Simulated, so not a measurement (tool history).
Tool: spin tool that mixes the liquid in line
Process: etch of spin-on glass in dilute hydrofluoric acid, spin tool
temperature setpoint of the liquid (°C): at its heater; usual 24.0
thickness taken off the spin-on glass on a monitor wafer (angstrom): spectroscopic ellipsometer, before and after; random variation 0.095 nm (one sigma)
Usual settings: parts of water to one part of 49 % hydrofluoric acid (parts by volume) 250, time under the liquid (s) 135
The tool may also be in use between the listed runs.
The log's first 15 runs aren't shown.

| run | hour | temperature setpoint of the liquid (°C) | parts of water to one part of 49 % hydrofluoric acid (parts by volume) | time under the liquid (s) | wafers since the last listed run | hours since the thermometer was replaced | hours since the hydrofluoric acid flow meter was replaced | hours since the gauge calibration | read-back film thickness of the spin-on glass reference wafer, read on the same gauge (nm) | thickness taken off the spin-on glass on a monitor wafer (angstrom) |
|---|---|---|---|---|---|---|---|---|---|---|
|  | 710.7 | thermometer replaced |
| 16 | 729.7 | 24.0 | 315 | 175 | 308 | 19.0 | 216.6 | 1160.1 | 120.01 | 109.8 |
| 17 | 800.5 | 25.5 | 250 | 95 | 422 | 89.8 | 287.4 | 1230.9 | 120.02 | 84.0 |
| 18 | 868.7 | 21.5 | 320 | 135 | 406 | 158.0 | 355.6 | 1299.1 | 120.00 | 74.8 |
| 19 | 930.4 | 24.0 | 250 | 135 | 368 | 219.7 | 417.3 | 1360.8 | 120.01 | 112.6 |
|  | 953.1 | gauge calibrated |
| 20 | 996.5 | 26.0 | 250 | 95 | 394 | 285.8 | 483.4 | 43.4 | 120.00 | 83.5 |
| 21 | 1030.1 | 24.0 | 250 | 135 | 200 | 319.4 | 517.0 | 77.0 | 120.00 | 112.5 |
| 22 | 1085.4 | 27.5 | 130 | 135 | 330 | 374.7 | 572.3 | 132.3 | 119.99 | 277.8 |
| 23 | 1133.2 | 21.5 | 305 | 135 | 285 | 422.5 | 620.1 | 180.1 | 119.99 | 78.9 |
| 24 | 1184.6 | 26.0 | 145 | 185 | 306 | 473.9 | 671.5 | 231.5 | 120.01 | 313.9 |
| 25 | 1221.0 | 22.5 | 250 | 75 | 217 | 510.3 | 707.9 | 267.9 | 119.99 | 57.9 |
| 26 | 1290.2 | 24.0 | 250 | 135 | 412 | 579.5 | 777.1 | 337.1 | 120.00 | 110.6 |
| 27 | 1358.8 | 27.5 | 315 | 215 | 409 | 648.1 | 845.7 | 405.7 | 119.98 | 144.8 |
| 28 | 1407.7 | 27.0 | 160 | 135 | 291 | 697.0 | 894.6 | 454.6 | 119.98 | 208.4 |
| 29 | 1457.1 | 24.0 | 130 | 80 | 294 | 746.4 | 944.0 | 504.0 | 120.01 | 140.6 |
| 30 | 1514.8 | 25.5 | 250 | 95 | 344 | 804.1 | 1001.7 | 561.7 | 120.00 | 82.1 |
| 31 | 1546.5 | 27.5 | 250 | 175 | 189 | 835.8 | 1033.4 | 593.4 | 119.99 | 159.6 |
| 32 | 1604.9 | 28.5 | 360 | 180 | 348 | 894.2 | 1091.8 | 651.8 | 120.00 | 104.5 |
| 33 | 1656.1 | 21.0 | 300 | 195 | 305 | 945.4 | 1143.0 | 703.0 | 119.98 | 110.7 |

Forecast each of these 5 alternatives for the next run:
| A | 1656.6 | 24.0 | 250 | 135 | 2 | 945.9 | 1143.5 | 703.5 | ? | ? |
| B | 1656.6 | 21.0 | 250 | 135 | 2 | 945.9 | 1143.5 | 703.5 | ? | ? |
| C | 1656.6 | 27.5 | 290 | 100 | 2 | 945.9 | 1143.5 | 703.5 | ? | ? |
| D | 1656.6 | 27.5 | 310 | 185 | 2 | 945.9 | 1143.5 | 703.5 | ? | ? |
| E | 1656.6 | 20.0 | 250 | 65 | 2 | 945.9 | 1143.5 | 703.5 | ? | ? |

| run | read-back film thickness of the spin-on glass reference wafer, read on the same gauge (nm) | thickness taken off the spin-on glass on a monitor wafer (angstrom) |
|---|---|---|
| A | 120.01 | 106.8 |
| B | 120.01 | 95.5 |
| C | 120.01 | 74.2 |
| D | 120.01 | 125.8 |
| E | 120.01 | 44.3 |
Without the tool's hidden state the same runs would have given:
| run | thickness taken off the spin-on glass on a monitor wafer (angstrom) |
|---|---|
| A | 114.6 |
| B | 102.7 |
| C | 79.2 |
| D | 134.3 |
| E | 47.6 |
